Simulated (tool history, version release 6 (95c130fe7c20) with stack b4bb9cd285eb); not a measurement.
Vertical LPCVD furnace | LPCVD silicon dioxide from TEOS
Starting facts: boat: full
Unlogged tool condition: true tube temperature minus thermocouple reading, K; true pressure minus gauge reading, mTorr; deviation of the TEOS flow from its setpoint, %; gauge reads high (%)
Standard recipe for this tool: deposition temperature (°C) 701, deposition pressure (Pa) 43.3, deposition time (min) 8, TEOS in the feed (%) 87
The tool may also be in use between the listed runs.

run,hour,deposition temperature (°C),deposition pressure (Pa),deposition time (min),TEOS in the feed (%),wafers since the last listed run,hours since the last temperature calibration,hours since the pressure gauge was zeroed,hours since the TEOS flow controller was replaced,hours since the gauge calibration,"read-back reference wafer on the same gauge, thickness",film thickness on the monitor wafer in the middle of the boat (Å)
1,0,701,43.3,8,87,0,3248.2,3529.9,6014.1,341.5,71.98,736.8
2,12.3,701,43.3,8,87,283,3260.5,3542.2,6026.4,353.8,72.02,737.5
3,22.8,701,52,8,97,241,3271,3552.7,6036.9,364.3,71.99,854.8
4,29.1,701,52,8,97,145,3277.3,3559,6043.2,370.6,72.03,854.7
5,37.2,701,43.3,8,87,186,3285.4,3567.1,6051.3,378.7,72.01,739.4
6,46.9,701,43.3,8,87,223,3295.1,3576.8,6061,388.4,72.01,738.9
7,77.1,701,43.3,8,87,695,3325.3,3607,6091.2,418.6,72.02,740
8,87.3,701,43.3,8,87,234,3335.5,3617.2,6101.4,428.8,71.98,742
# hour 122.7: pressure gauge zeroed
9,123.2,701,43.3,8,87,273,3371.4,0.5,6137.3,464.7,71.99,742.1
# hour 155.2: thermocouples replaced and temperature profile calibrated
10,155.7,701,43.3,8,79,195,0.5,33,6169.8,497.2,72,646.2
11,159.6,701,43.3,8,79,89,4.4,36.9,6173.7,501.1,71.96,645.9
12,163.5,701,43.3,8,87,89,8.3,40.8,6177.6,505,71.99,677.9
13,167.5,701,43.3,8,87,92,12.3,44.8,6181.6,509,71.98,676.8
14,171.4,701,43.3,8,87,89,16.2,48.7,6185.5,512.9,71.98,679.2
15,184.8,701,43.3,8,87,308,29.6,62.1,6198.9,526.3,72.01,678.2
16,202.3,691,52,9.5,81,402,47.1,79.6,6216.4,543.8,71.99,672.4
17,215.9,701,43.3,8,87,313,60.7,93.2,6230,557.4,72,677.9
# hour 220: gauge calibrated
18,227.6,701,43.3,10,81,269,72.4,104.9,6241.7,7.6,72,817.4
19,241.4,692,43.3,8,73,317,86.2,118.7,6255.5,21.4,71.97,502.9
20,258.8,694,35.3,10,97,400,103.6,136.1,6272.9,38.8,72.01,685.7
# hour 287.1: TEOS flow controller replaced
21,287.6,708,43.3,8,95,110,132.4,164.9,0.5,67.6,72.01,834
22,291.5,701,43.3,8,87,89,136.3,168.8,4.4,71.5,72,680.4
23,296,701,38,8,77,103,140.8,173.3,8.9,76,72,598.6
24,304.9,693,34,8,97,204,149.7,182.2,17.8,84.9,72.03,525.3
25,314.9,701,43.3,8,87,230,159.7,192.2,27.8,94.9,71.98,680
26,324.9,701,32.7,8,97,230,169.7,202.2,37.8,104.9,71.98,622.1
27,338.6,701,50,5.5,97,315,183.4,215.9,51.5,118.6,72.03,526.9
28,356.4,701,43.3,8,87,409,201.2,233.7,69.3,136.4,71.98,677.6
29,368.9,711,32.7,5,79,287,213.7,246.2,81.8,148.9,72,440.8
30,381.8,701,43.3,8,87,296,226.6,259.1,94.7,161.8,71.98,677.6

Entry by entry between the runs, the difference in hidden state between the last listed run before and the first listed run after:
After run 8, before run 9: pressure gauge zeroed (hour 122.7)
  true tube temperature minus thermocouple reading, K: 3.91 -> 3.98
  measured less the result without the state, film thickness on the monitor wafer in the middle of the boat (Å): +64 -> +65.3
After run 9, before run 10: thermocouples replaced and temperature profile calibrated (hour 155.2)
  true tube temperature minus thermocouple reading, K: 3.98 -> 0.0783
  measured less the result without the state, film thickness on the monitor wafer in the middle of the boat (Å): +65.3 -> +1.2
After run 17, before run 18: gauge calibrated (hour 220)
  true tube temperature minus thermocouple reading, K: 0.0795 -> 0.08
  measured less the result without the state, film thickness on the monitor wafer in the middle of the boat (Å): +1.2 -> +1.5
After run 20, before run 21: TEOS flow controller replaced (hour 287.1)
  true tube temperature minus thermocouple reading, K: 0.0818 -> 0.0839
  measured less the result without the state, film thickness on the monitor wafer in the middle of the boat (Å): +1.3 -> +1.6

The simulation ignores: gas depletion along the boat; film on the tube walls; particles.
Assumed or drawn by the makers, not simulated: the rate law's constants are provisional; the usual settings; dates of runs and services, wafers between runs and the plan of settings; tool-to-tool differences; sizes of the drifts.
